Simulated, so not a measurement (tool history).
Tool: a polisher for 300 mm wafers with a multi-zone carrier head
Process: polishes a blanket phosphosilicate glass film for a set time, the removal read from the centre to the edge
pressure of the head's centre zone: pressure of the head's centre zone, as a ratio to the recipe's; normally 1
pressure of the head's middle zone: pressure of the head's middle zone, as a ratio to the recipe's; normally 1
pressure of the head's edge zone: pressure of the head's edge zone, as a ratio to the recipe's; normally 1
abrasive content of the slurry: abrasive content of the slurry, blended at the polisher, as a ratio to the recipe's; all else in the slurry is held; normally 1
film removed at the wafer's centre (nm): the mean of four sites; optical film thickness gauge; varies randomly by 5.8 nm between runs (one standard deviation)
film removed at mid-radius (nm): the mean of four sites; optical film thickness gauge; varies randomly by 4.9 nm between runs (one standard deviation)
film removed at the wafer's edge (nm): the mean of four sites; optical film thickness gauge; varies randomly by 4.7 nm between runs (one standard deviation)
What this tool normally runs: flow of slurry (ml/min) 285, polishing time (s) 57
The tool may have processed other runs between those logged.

run    hour  flow of slurry (ml/min)  pressure of the head's centre zone  pressure of the head's middle zone  pressure of the head's edge zone  abrasive content of the slurry  polishing time (s)  incoming thickness of the incoming film, nm  film removed at the wafer's centre (nm)  film removed at mid-radius (nm)  film removed at the wafer's edge (nm)
  1       0                      285                                   1                                   1                                 1                               1                  57                                       2635.9                                    435.2                            462.2                                    444
  2      94                      285                                   1                                   1                                 1                               1                  57                                       2674.5                                    428.9                              454                                  441.4
  3   156.3                      285                                   1                                   1                                 1                               1                  57                                       2650.8                                    428.6                            459.6                                  441.7
  4   210.7                      285                                   1                                   1                                 1                               1                  57                                       2627.3                                    412.6                            450.6                                  441.6
        241  -- worn pad replaced by a new one
  5   293.2                      285                                   1                                   1                                 1                               1                  57                                         2703                                    411.7                            441.2                                  437.8
      353.2  -- edge zone pressure recalibrated
  6   380.5                      285                                   1                                   1                                 1                               1                  57                                       2624.8                                    398.8                            441.7                                  436.2
  7   417.5                      285                                   1                                   1                                 1                               1                  57                                         2676                                    399.1                            441.2                                  430.8
  8   467.4                      285                                   1                                   1                                 1                               1                  57                                         2665                                    404.8                            448.8                                  427.2
  9   522.3                      285                                   1                                1.05                                 1                               1                  57                                       2648.4                                    412.1                            458.7                                  427.4
      535.7  -- worn pad replaced by a new one
      557.4  -- slurry nozzle cleaned
 10   559.2                      285                                   1                                   1                                 1                               1                  57                                       2629.8                                    432.4                            466.7                                  449.1
        608  -- carrier head's membrane replaced by a new one
 11   656.7                      285                                 1.1                                   1                                 1                             0.8                  57                                       2625.7                                    397.1                            412.8                                  389.7
 12   708.1                      285                                   1                                0.96                                 1                             1.3                  57                                       2704.6                                    479.6                              487                                  494.5
 13   763.5                      285                                1.12                                   1                              1.09                             1.3                  72                                       2682.4                                    633.9                            644.5                                  657.1
        846  -- worn pad replaced by a new one
 14   859.5                      285                                   1                                   1                                 1                               1                  57                                       2611.9                                    410.6                            447.2                                  446.9
      882.9  -- centre zone pressure recalibrated
 15   896.5                      285                                   1                                   1                                 1                               1                  57                                       2695.4                                    427.8                            447.7                                  441.2
 16   970.6                      330                                1.09                                   1                                 1                               1                  57                                       2630.7                                    447.9                              449                                  439.1
 17  1026.3                      285                                0.89                                   1                                 1                               1                  38                                       2672.7                                    262.4                            293.6                                  292.7
 18  1085.8                      285                                   1                                   1                                 1                               1                  57                                       2683.1                                    410.3                            445.8                                  431.1
     1125.7  -- worn pad replaced by a new one
 19  1142.4                      365                                   1                                 1.1                                 1                               1                  57                                       2670.5                                    420.3                            485.5                                  443.8
 20  1226.9                      285                                   1                                   1                                 1                               1                  57                                       2653.3                                    404.6                            443.5                                  436.5
     1229.4  -- slurry nozzle cleaned
 21  1269.8                      355                                   1                                0.95                                 1                             0.8                  65                                       2680.9                                    439.9                              467                                  455.9
 22  1312.6                      285                                   1                                0.93                              1.06                             1.2                  64                                       2632.9                                    525.2                            534.8                                  557.4

Below are 3 alternative next runs, each starting from the tool's condition after run 22. Predict each:
  A  1313                      285                                   1                                   1                              1.09                               1                  57                                       2659.6                                        ?                                ?                                      ?
  B  1313                      285                                1.09                                0.93                                 1                               1                  57                                       2659.6                                        ?                                ?                                      ?
  C  1313                      285                                   1                                 0.9                              1.07                               1                  57                                       2659.6                                        ?                                ?                                      ?

run  film removed at the wafer's centre (nm)  film removed at mid-radius (nm)  film removed at the wafer's edge (nm)
  A                                    430.2                              453                                    463
  B                                    451.4                            431.4                                  444.1
  C                                      430                            422.2                                  459.2
Without the tool's hidden state the same runs would have given:
run  film removed at the wafer's centre (nm)  film removed at mid-radius (nm)  film removed at the wafer's edge (nm)
  A                                    464.6                            459.3                                  467.9
  B                                    487.3                            437.3                                  448.8
  C                                    464.4                              428                                  464.1
